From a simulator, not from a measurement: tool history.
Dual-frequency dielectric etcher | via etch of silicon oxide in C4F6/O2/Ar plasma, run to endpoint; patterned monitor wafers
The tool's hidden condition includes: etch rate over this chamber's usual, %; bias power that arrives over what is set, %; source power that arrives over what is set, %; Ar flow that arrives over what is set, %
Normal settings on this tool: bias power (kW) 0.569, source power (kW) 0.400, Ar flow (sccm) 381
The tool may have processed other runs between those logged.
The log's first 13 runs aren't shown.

run     day  bias power (kW)  source power (kW)  Ar flow (sccm)  wafers since the last listed run  hours since the last wet clean  hours since the last bias power generator calibration  hours since the last source power generator calibration  hours since the last Ar flow controller change  hours since the last upper electrode change  incoming incoming film thickness, nm  endpoint time (s)
 14  14.404            0.516              0.400             381                               135                           442.5                                                   54.7                                                   2619.5                                          3087.6                                       2444.1                                 151.1               31.5
     16.171  -- upper electrode replaced
 15  16.192            0.697              0.360             381                               164                           485.4                                                   97.6                                                   2662.4                                          3130.5                                          0.5                                 152.4               29.3
 16  16.208            0.569              0.350             442                                 3                           485.8                                                   98.0                                                   2662.8                                          3130.9                                          0.9                                 150.3               32.1
 17  17.242            0.605              0.370             304                               215                           510.6                                                  122.8                                                   2687.6                                          3155.7                                         25.7                                 150.4               28.9
 18  18.667            0.505              0.360             454                               297                           544.8                                                  157.0                                                   2721.8                                          3189.9                                         59.9                                 152.0               33.7
     18.946  -- Ar flow controller replaced
     19.883  -- wet clean of the chamber
 19  19.904            0.569              0.440             381                                10                             0.5                                                  186.7                                                   2751.5                                            23.0                                         89.6                                 151.0               30.1
 20  20.796            0.509              0.400             438                               186                            21.9                                                  208.1                                                   2772.9                                            44.4                                        111.0                                 151.1               33.0
 21  22.133            0.569              0.400             430                               279                            54.0                                                  240.2                                                   2805.0                                            76.5                                        143.1                                 148.9               31.0

Run 22 comes next. What will it give?
     23.467  -- source power generator calibrated
 22  23.488            0.611              0.340             322                               247                            86.5                                                  272.7                                                      0.5                                           109.0                                        175.6                                 149.9                  ?

{"run 22": {"endpoint time (s)": 30.2}}
Minus the tool's unlogged condition, the same run would have read endpoint time (s) 30.2.

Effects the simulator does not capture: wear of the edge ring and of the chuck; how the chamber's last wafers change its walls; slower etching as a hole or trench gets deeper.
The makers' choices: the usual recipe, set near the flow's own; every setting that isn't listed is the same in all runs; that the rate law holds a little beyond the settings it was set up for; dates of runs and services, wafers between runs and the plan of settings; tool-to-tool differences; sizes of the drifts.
